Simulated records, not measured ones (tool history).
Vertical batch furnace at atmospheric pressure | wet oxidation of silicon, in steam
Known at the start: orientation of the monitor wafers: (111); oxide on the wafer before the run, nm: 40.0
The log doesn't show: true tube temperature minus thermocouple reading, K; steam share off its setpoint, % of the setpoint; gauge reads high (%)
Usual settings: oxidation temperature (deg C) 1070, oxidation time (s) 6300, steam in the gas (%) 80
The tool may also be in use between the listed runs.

run,hour,oxidation temperature (deg C),oxidation time (s),steam in the gas (%),wafers since the last listed run,hours since the last temperature calibration,hours since the steam generator was serviced,hours since the gauge calibration,"read-back reference wafer on the same gauge, thickness",oxide thickness on the monitor wafer (nm)
1,0,1070,6300,80,0,2501.6,1134.1,275.1,819.83,812.37
2,17.9,1070,8490,80,135,2519.5,1152,293,820.29,950.04
3,52.4,1070,8490,80,261,2554,1186.5,327.5,820.1,951.44
4,79.8,1070,6300,80,207,2581.4,1213.9,354.9,820.26,812.38
# hour 99.2: gauge calibrated
5,99.8,1070,6300,80,151,2601.4,1233.9,0.6,820.11,811.15
6,112.7,1070,6300,80,97,2614.3,1246.8,13.5,820.14,810.98
7,143,1087,6300,80,229,2644.6,1277.1,43.8,820.28,856.51
8,173.1,1087,6300,80,227,2674.7,1307.2,73.9,819.89,857
9,195.5,1070,6300,78,169,2697.1,1329.6,96.3,819.99,796.45
10,210.9,1070,6300,78,116,2712.5,1345,111.7,820.17,800
11,240,1070,6300,78,220,2741.6,1374.1,140.8,819.94,798.71
12,272.6,1070,6300,80,246,2774.2,1406.7,173.4,820.06,806.13
13,308.2,1070,6300,80,269,2809.8,1442.3,209,819.77,807.44
14,321.2,1070,5010,80,98,2822.8,1455.3,222,820.08,713.86
# hour 359: thermocouples replaced and temperature profile calibrated
# hour 372.5: steam generator serviced
15,373,1070,5010,80,108,14,0.5,273.8,819.69,737.72
16,378.9,1070,5010,80,44,19.9,6.4,279.7,820.17,738.82
17,389.7,1070,4350,88,81,30.7,17.2,290.5,819.91,720.12
18,404,1070,6300,80,108,45,31.5,304.8,820.17,834.73
19,420.4,1083,7410,88,124,61.4,47.9,321.2,819.99,1001.16
20,450.1,1070,7680,80,224,91.1,77.6,350.9,819.84,930.04
21,464.7,1070,6300,76,110,105.7,92.2,365.5,819.75,813.16
22,485.8,1085,4320,80,159,126.8,113.3,386.6,819.95,716.4
# hour 501.8: gauge calibrated
23,517.6,1070,3840,75,240,158.6,145.1,15.8,819.52,615.4
24,548.2,1085,4320,80,231,189.2,175.7,46.4,820.48,716.83
25,560.6,1070,7380,71,93,201.6,188.1,58.8,820.27,846.86
26,572.8,1046,7650,88,92,213.8,200.3,71,820.02,890.15
27,587,1070,6300,80,107,228,214.5,85.2,820.01,829.52
28,603.1,1085,3540,92,121,244.1,230.6,101.3,820.24,692.53
29,626.4,1058,8310,69,176,267.4,253.9,124.6,819.86,854.36
30,645.3,1070,3390,83,143,286.3,272.8,143.5,819.73,607.83
31,665.8,1070,6300,80,155,306.8,293.3,164,820.01,827.95
32,689.9,1077,8310,90,182,330.9,317.4,188.1,819.98,1047.9
33,704.5,1070,6300,84,110,345.5,332,202.7,819.95,849.48
34,718.4,1070,6300,80,105,359.4,345.9,216.6,819.91,828.63
35,735.8,1076,8400,80,131,376.8,363.3,234,820.07,983.23
36,760.5,1080,5490,85,187,401.5,388,258.7,820.17,823.04
37,777.2,1089,5220,68,126,418.2,404.7,275.4,820.08,733.43

Hidden state or all else? Some run-to-run changes of oxide thickness on the monitor wafer (nm), split into what the settings, what came in and random variation would give without the hidden state, and what is left for the hidden state (with any gauge scatter that isn't in both results):
Run 1 -> 2: oxidation time (s) 6300 -> 8490. oxide thickness on the monitor wafer (nm) +137.67: hidden state -4.24, all else +141.91.
Run 3 -> 4: oxidation time (s) 8490 -> 6300. oxide thickness on the monitor wafer (nm) -139.06: hidden state +3.52, all else -142.58.
Run 14 -> 15: thermocouples replaced and temperature profile calibrated, steam generator serviced. oxide thickness on the monitor wafer (nm) +23.86: hidden state +25.66, all else -1.8.
Run 29 -> 30: oxidation temperature (deg C) 1058 -> 1070, oxidation time (s) 8310 -> 3390, steam in the gas (%) 69 -> 83. oxide thickness on the monitor wafer (nm) -246.53: hidden state +1.44, all else -247.97.
Run 30 -> 31: oxidation time (s) 3390 -> 6300, steam in the gas (%) 83 -> 80. oxide thickness on the monitor wafer (nm) +220.12: hidden state -1.93, all else +222.05.
Run 31 -> 32: oxidation temperature (deg C) 1070 -> 1077, oxidation time (s) 6300 -> 8310, steam in the gas (%) 80 -> 90. oxide thickness on the monitor wafer (nm) +219.95: hidden state -2.16, all else +222.11.
